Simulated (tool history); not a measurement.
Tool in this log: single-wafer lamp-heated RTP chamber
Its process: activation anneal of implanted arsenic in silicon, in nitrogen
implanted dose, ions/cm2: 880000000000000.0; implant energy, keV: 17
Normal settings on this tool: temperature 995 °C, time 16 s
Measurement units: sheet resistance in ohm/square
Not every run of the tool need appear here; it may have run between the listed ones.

run	hour	temperature	time	wafers since the last listed run	wafers since the last pyrometer calibration	wafers since the reflector plate was cleaned	hours since the gauge calibration	read-back reference wafer on the same gauge, sheet resistance	sheet resistance
1	0	995	16	0	1556	2687	154.4	133.97	152.62
2	32.6	1016	16	484	2041	3172	187	134.04	145.94
3	48.8	1016	16	240	2282	3413	203.2	133.92	145.18
4	96.5	1016	16	709	2991	4122	250.9	134	146.11
5	109.9	995	16	199	3190	4321	264.3	133.94	152.84
6	133.4	995	16	349	3539	4670	287.8	134.06	152.64
7	160.9	995	16	408	3948	5079	315.3	134	152.73
8	174.2	1008	16	197	4146	5277	328.6	134.01	147.52
9	189.2	1008	16	222	4369	5500	343.6	134.01	147.94
10	222.6	995	24	496	4865	5996	377	134	146.84
11	236.1	995	24	200	5066	6197	390.5	134.1	146.25
12	266.8	995	24	456	5522	6654	421.2	133.97	145.61
# hour 299: reflector plate cleaned
13	299.5	984	16	367	5890	7	453.9	134.04	154.5
14	310.5	995	9	163	6053	171	464.9	134.01	156.92
# hour 318.8: pyrometer window cleaned and pyrometer calibrated
15	324.3	995	16	86	81	257	478.7	134.08	154.56
16	338.7	995	16	214	295	471	493.1	134.03	154.02
17	367.7	995	16	431	726	902	522.1	133.94	154.37
18	393.5	987	22	383	1110	1286	547.9	133.98	152.82
19	421.5	1005	16	416	1526	1702	575.9	133.94	150.65
20	436.1	965	9	217	1743	1919	590.5	134.05	170.28
21	463.6	1021	16	408	2152	2328	618	133.97	144.36
# hour 468.8: gauge calibrated
22	495.3	1012	22	471	2623	2799	26.5	133.97	143.73
23	514.4	1023	22	283	2907	3083	45.6	133.99	139.55
24	532.7	995	16	272	3179	3355	63.9	134	153.72
25	555.4	973	26	337	3517	3692	86.6	134	155.45
26	574.9	995	16	289	3806	3982	106.1	133.96	152.37
27	591.5	995	16	246	4053	4229	122.7	134.03	153.12
28	620.3	995	16	428	4481	4657	151.5	134.05	152.39
29	662.1	1015	16	621	5103	5279	193.3	134.02	144.86
30	675.7	1009	20	202	5305	5481	206.9	134.04	144.22
31	700.4	979	25	367	5672	5848	231.6	133.95	151.75
# hour 717.2: pyrometer window cleaned and pyrometer calibrated
# hour 806.2: reflector plate cleaned
32	806.7	995	16	1342	1211	7	337.9	134	153.35
33	820.6	1014	12	206	1418	213	351.8	134.04	150.79
34	842.6	995	16	327	1745	540	373.8	134	152.7
35	875.8	1024	13	493	2238	1034	407	133.9	145.79

Here are 3 independent what-if runs from the current tool condition. What would each one return?
A	876.2	995	16	5	2244	1040	407.4	?	?
B	876.2	1007	20	5	2244	1040	407.4	?	?
C	876.2	967	22	5	2244	1040	407.4	?	?

run	read-back reference wafer on the same gauge, sheet resistance	sheet resistance
A	134	152.45
B	134	145.29
C	134	159.19
With the hidden condition removed and each run's random variation left untouched, the same runs would have given:
run	sheet resistance
A	153.59
B	146.4
C	160.38

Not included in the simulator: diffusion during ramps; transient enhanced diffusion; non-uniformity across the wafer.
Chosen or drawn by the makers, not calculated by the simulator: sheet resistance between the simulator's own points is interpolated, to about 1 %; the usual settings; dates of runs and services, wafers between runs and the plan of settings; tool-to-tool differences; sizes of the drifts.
